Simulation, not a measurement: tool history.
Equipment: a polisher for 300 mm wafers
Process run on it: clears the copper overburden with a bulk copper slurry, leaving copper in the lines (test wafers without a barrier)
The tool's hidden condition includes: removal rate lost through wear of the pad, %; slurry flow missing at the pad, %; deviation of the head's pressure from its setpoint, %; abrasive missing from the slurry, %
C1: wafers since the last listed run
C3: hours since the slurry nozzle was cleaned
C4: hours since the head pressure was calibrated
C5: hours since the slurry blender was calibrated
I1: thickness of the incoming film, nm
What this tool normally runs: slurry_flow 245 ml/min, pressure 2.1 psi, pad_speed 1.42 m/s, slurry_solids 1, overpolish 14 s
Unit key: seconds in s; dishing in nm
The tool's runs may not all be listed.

run 1 day=0 | slurry_flow=245 pressure=2.1 pad_speed=1.42 slurry_solids=1 overpolish=14 | C1=0 wafers_polished_on_this_pad=99 C3=828 C4=308.6 C5=210.2 | I1=637 | seconds=58.6 dishing=74.2
run 2 day=0.612 | slurry_flow=245 pressure=2.1 pad_speed=1.42 slurry_solids=1 overpolish=14 | C1=129 wafers_polished_on_this_pad=228 C3=842.7 C4=323.3 C5=224.9 | I1=640.2 | seconds=59 dishing=75.6
run 3 day=1.267 | slurry_flow=245 pressure=2.1 pad_speed=1.42 slurry_solids=1 overpolish=14 | C1=137 wafers_polished_on_this_pad=366 C3=858.4 C4=339 C5=240.6 | I1=645.9 | seconds=59.3 dishing=74
run 4 day=1.642 | slurry_flow=245 pressure=2.1 pad_speed=1.42 slurry_solids=1 overpolish=14 | C1=79 wafers_polished_on_this_pad=445 C3=867.4 C4=348 C5=249.6 | I1=640.2 | seconds=59.7 dishing=72.6
run 5 day=2.2 | slurry_flow=245 pressure=2.1 pad_speed=1.42 slurry_solids=1 overpolish=14 | C1=117 wafers_polished_on_this_pad=562 C3=880.8 C4=361.4 C5=263 | I1=648.7 | seconds=62.2 dishing=75
-- day=2.55 worn pad replaced by a new one
run 6 day=2.804 | slurry_flow=245 pressure=2.1 pad_speed=1.42 slurry_solids=1 overpolish=14 | C1=92 wafers_polished_on_this_pad=53 C3=895.3 C4=375.9 C5=277.5 | I1=643.6 | seconds=59.2 dishing=73.6
run 7 day=3.142 | slurry_flow=245 pressure=2.1 pad_speed=1.42 slurry_solids=1 overpolish=20 | C1=71 wafers_polished_on_this_pad=124 C3=903.4 C4=384 C5=285.6 | I1=637.9 | seconds=60 dishing=86.6
run 8 day=3.542 | slurry_flow=245 pressure=2.1 pad_speed=1.42 slurry_solids=1 overpolish=14 | C1=84 wafers_polished_on_this_pad=208 C3=913 C4=393.6 C5=295.2 | I1=644.2 | seconds=59.8 dishing=73.1
run 9 day=4.05 | slurry_flow=245 pressure=2.1 pad_speed=1.42 slurry_solids=1 overpolish=19 | C1=107 wafers_polished_on_this_pad=315 C3=925.2 C4=405.8 C5=307.4 | I1=638 | seconds=58.4 dishing=86.9
run 10 day=4.542 | slurry_flow=245 pressure=2.1 pad_speed=1.42 slurry_solids=1 overpolish=19 | C1=103 wafers_polished_on_this_pad=419 C3=937 C4=417.6 C5=319.2 | I1=638.9 | seconds=60.1 dishing=87.6
run 11 day=5.129 | slurry_flow=245 pressure=2.1 pad_speed=1.42 slurry_solids=1 overpolish=19 | C1=123 wafers_polished_on_this_pad=543 C3=951.1 C4=431.7 C5=333.3 | I1=639.3 | seconds=57.9 dishing=85.3
-- day=5.896 worn pad replaced by a new one
-- day=6.067 slurry blender recalibrated
-- day=6.558 slurry nozzle cleaned
run 12 day=6.704 | slurry_flow=245 pressure=2.1 pad_speed=1.42 slurry_solids=1 overpolish=14 | C1=270 wafers_polished_on_this_pad=143 C3=3.5 C4=469.5 C5=15.3 | I1=631.1 | seconds=59.3 dishing=73.6
-- day=7.129 head pressure recalibrated
run 13 day=7.283 | slurry_flow=295 pressure=2.1 pad_speed=1.42 slurry_solids=1.2 overpolish=14 | C1=104 wafers_polished_on_this_pad=248 C3=17.4 C4=3.7 C5=29.2 | I1=628.9 | seconds=54.4 dishing=77.1
run 14 day=8.025 | slurry_flow=245 pressure=2.1 pad_speed=1.42 slurry_solids=1 overpolish=14 | C1=156 wafers_polished_on_this_pad=404 C3=35.2 C4=21.5 C5=47 | I1=639.6 | seconds=59.1 dishing=72.7
run 15 day=8.45 | slurry_flow=245 pressure=2.1 pad_speed=1.42 slurry_solids=1 overpolish=14 | C1=89 wafers_polished_on_this_pad=494 C3=45.4 C4=31.7 C5=57.2 | I1=641.8 | seconds=60.7 dishing=74.7
run 16 day=8.862 | slurry_flow=245 pressure=2.1 pad_speed=1.42 slurry_solids=1 overpolish=14 | C1=86 wafers_polished_on_this_pad=580 C3=55.3 C4=41.6 C5=67.1 | I1=632.6 | seconds=60.3 dishing=73.5
run 17 day=9.183 | slurry_flow=245 pressure=2.1 pad_speed=1.42 slurry_solids=1 overpolish=14 | C1=67 wafers_polished_on_this_pad=648 C3=63 C4=49.3 C5=74.8 | I1=641 | seconds=60.2 dishing=72.2
-- day=9.379 worn pad replaced by a new one
run 18 day=9.612 | slurry_flow=245 pressure=2.1 pad_speed=1.42 slurry_solids=1 overpolish=19 | C1=55 wafers_polished_on_this_pad=49 C3=73.3 C4=59.6 C5=85.1 | I1=641.6 | seconds=58.3 dishing=85.6
run 19 day=10.288 | slurry_flow=160 pressure=2.1 pad_speed=1.42 slurry_solids=0.8 overpolish=21 | C1=142 wafers_polished_on_this_pad=191 C3=89.5 C4=75.8 C5=101.3 | I1=640.2 | seconds=64.5 dishing=85.1
run 20 day=10.788 | slurry_flow=245 pressure=2.1 pad_speed=1.22 slurry_solids=1 overpolish=14 | C1=105 wafers_polished_on_this_pad=296 C3=101.5 C4=87.8 C5=113.3 | I1=633.9 | seconds=67.9 dishing=68.4
run 21 day=11.304 | slurry_flow=245 pressure=1.7 pad_speed=1.7 slurry_solids=0.8 overpolish=19 | C1=108 wafers_polished_on_this_pad=405 C3=113.9 C4=100.2 C5=125.7 | I1=646.1 | seconds=65.7 dishing=79.1
run 22 day=12.008 | slurry_flow=270 pressure=2.7 pad_speed=1.14 slurry_solids=0.7 overpolish=14 | C1=148 wafers_polished_on_this_pad=553 C3=130.8 C4=117.1 C5=142.6 | I1=626.5 | seconds=61.1 dishing=74.7
-- day=12.717 worn pad replaced by a new one
run 23 day=12.738 | slurry_flow=215 pressure=2.1 pad_speed=1.42 slurry_solids=1 overpolish=14 | C1=118 wafers_polished_on_this_pad=4 C3=148.3 C4=134.6 C5=160.1 | I1=642.2 | seconds=59 dishing=72.8
run 24 day=12.858 | slurry_flow=245 pressure=2.5 pad_speed=1 slurry_solids=1 overpolish=14 | C1=25 wafers_polished_on_this_pad=29 C3=151.2 C4=137.5 C5=163 | I1=647.3 | seconds=70.8 dishing=67.5

Consider 4 possible next runs. They are alternatives, not a sequence: every one starts from the tool as it was left by run 24. What does each give?
run A day=12.879 | slurry_flow=245 pressure=2.1 pad_speed=1.42 slurry_solids=1.15 overpolish=14 | C1=4 wafers_polished_on_this_pad=34 C3=151.7 C4=138 C5=163.5 | I1=641.1 | seconds=? dishing=?
run B day=12.879 | slurry_flow=290 pressure=2.1 pad_speed=1.42 slurry_solids=1 overpolish=14 | C1=4 wafers_polished_on_this_pad=34 C3=151.7 C4=138 C5=163.5 | I1=641.1 | seconds=? dishing=?
run C day=12.879 | slurry_flow=315 pressure=2.1 pad_speed=1.42 slurry_solids=1 overpolish=14 | C1=4 wafers_polished_on_this_pad=34 C3=151.7 C4=138 C5=163.5 | I1=641.1 | seconds=? dishing=?
run D day=12.879 | slurry_flow=300 pressure=2.1 pad_speed=1.42 slurry_solids=0.7 overpolish=6 | C1=4 wafers_polished_on_this_pad=34 C3=151.7 C4=138 C5=163.5 | I1=641.1 | seconds=? dishing=?

run=A seconds=57.7 dishing=75.5
run=B seconds=58.8 dishing=74.7
run=C seconds=58.4 dishing=75
run=D seconds=64 dishing=39.3
Without the tool's unlogged condition, the same runs would have read:
run=A seconds=57.7 dishing=75.5
run=B seconds=58.8 dishing=74.7
run=C seconds=58.4 dishing=75
run=D seconds=64 dishing=39.3
